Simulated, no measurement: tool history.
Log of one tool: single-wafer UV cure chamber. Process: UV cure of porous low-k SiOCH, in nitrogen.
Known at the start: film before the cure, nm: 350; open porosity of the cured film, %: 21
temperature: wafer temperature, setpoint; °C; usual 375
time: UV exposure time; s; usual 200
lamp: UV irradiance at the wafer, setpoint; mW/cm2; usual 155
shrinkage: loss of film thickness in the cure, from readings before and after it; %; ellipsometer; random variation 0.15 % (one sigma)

Run 1, day 0: usual settings. Result: shrinkage 12.616 %.
Run 2, day 1.208: usual settings. Result: shrinkage 12.469 %.
Run 3, day 2.017: usual settings. Result: shrinkage 12.726 %.
Run 4, day 3.171: usual settings. Result: shrinkage 12.671 %.
At day 3.654: quartz window cleaned.
Run 5, day 4.05: usual settings but temperature 361 °C. Result: shrinkage 12.341 %.
Run 6, day 4.742: usual settings but temperature 361 °C. Result: shrinkage 12.177 %.
Run 7, day 5.925: usual settings. Result: shrinkage 12.561 %.
Run 8, day 7.088: usual settings. Result: shrinkage 12.259 %.
Run 9, day 7.804: usual settings but temperature 386 °C. Result: shrinkage 12.728 %.
Run 10, day 8.612: usual settings but temperature 386 °C. Result: shrinkage 12.265 %.
Run 11, day 12.025: usual settings but temperature 386 °C. Result: shrinkage 12.399 %.
At day 12.992: quartz window cleaned.
Run 12, day 13.012: usual settings. Result: shrinkage 12.125 %.
Run 13, day 14.442: usual settings. Result: shrinkage 11.954 %.
Run 14, day 15.683: usual settings but lamp 178 mW/cm2. Result: shrinkage 12.855 %.
Run 15, day 17.017: usual settings. Result: shrinkage 11.999 %.
Run 16, day 17.608: usual settings but temperature 380 °C, time 290 s, lamp 131 mW/cm2. Result: shrinkage 13.387 %.
Run 17, day 18.496: usual settings but temperature 388 °C, lamp 183 mW/cm2. Result: shrinkage 13.17 %.
Run 18, day 19.975: usual settings but temperature 391 °C, time 270 s. Result: shrinkage 13.653 %.
Run 19, day 21.308: usual settings. Result: shrinkage 12.057 %.
At day 22.729: quartz window cleaned.
Run 20, day 22.75: usual settings but temperature 384 °C. Result: shrinkage 12.261 %.
Run 21, day 23.233: usual settings but temperature 393 °C, time 315 s, lamp 121 mW/cm2. Result: shrinkage 13.252 %.
At day 23.571: UV bulbs replaced.
Run 22, day 24.054: usual settings but temperature 389 °C, lamp 142 mW/cm2. Result: shrinkage 14.202 %.
Run 23, day 25.271: usual settings. Result: shrinkage 14.396 %.
Run 24, day 25.971: usual settings but temperature 362 °C, lamp 119 mW/cm2. Result: shrinkage 12.577 %.
Run 25, day 26.721: usual settings but temperature 355 °C. Result: shrinkage 13.781 %.
Run 26, day 27.8: usual settings but temperature 364 °C, time 105 s, lamp 183 mW/cm2. Result: shrinkage 11.662 %.
Run 27, day 29.062: usual settings but temperature 394 °C, time 280 s. Result: shrinkage 16.491 %.
Run 28, day 29.721: usual settings but temperature 389 °C, time 235 s, lamp 117 mW/cm2. Result: shrinkage 13.893 %.
Run 29, day 30.612: usual settings but temperature 356 °C, time 150 s, lamp 135 mW/cm2. Result: shrinkage 11.541 %.

What the log doesn't show, run by run:
transmission lost against a clean window, %: 0 in every run
H1: lamp output below its setpoint, %
run     H1
  1     28
  2   28.5
  3   28.9
  4   29.4
  5   29.8
  6   30.1
  7   30.6
  8   31.2
  9   31.5
 10   31.8
 11   33.3
 12   33.8
 13   34.4
 14     35
 15   35.6
 16   35.8
 17   36.2
 18   36.9
 19   37.5
 20   38.1
 21   38.3
 22  0.903
 23   1.44
 24   1.75
 25   2.09
 26   2.57
 27   3.13
 28   3.42
 29   3.82
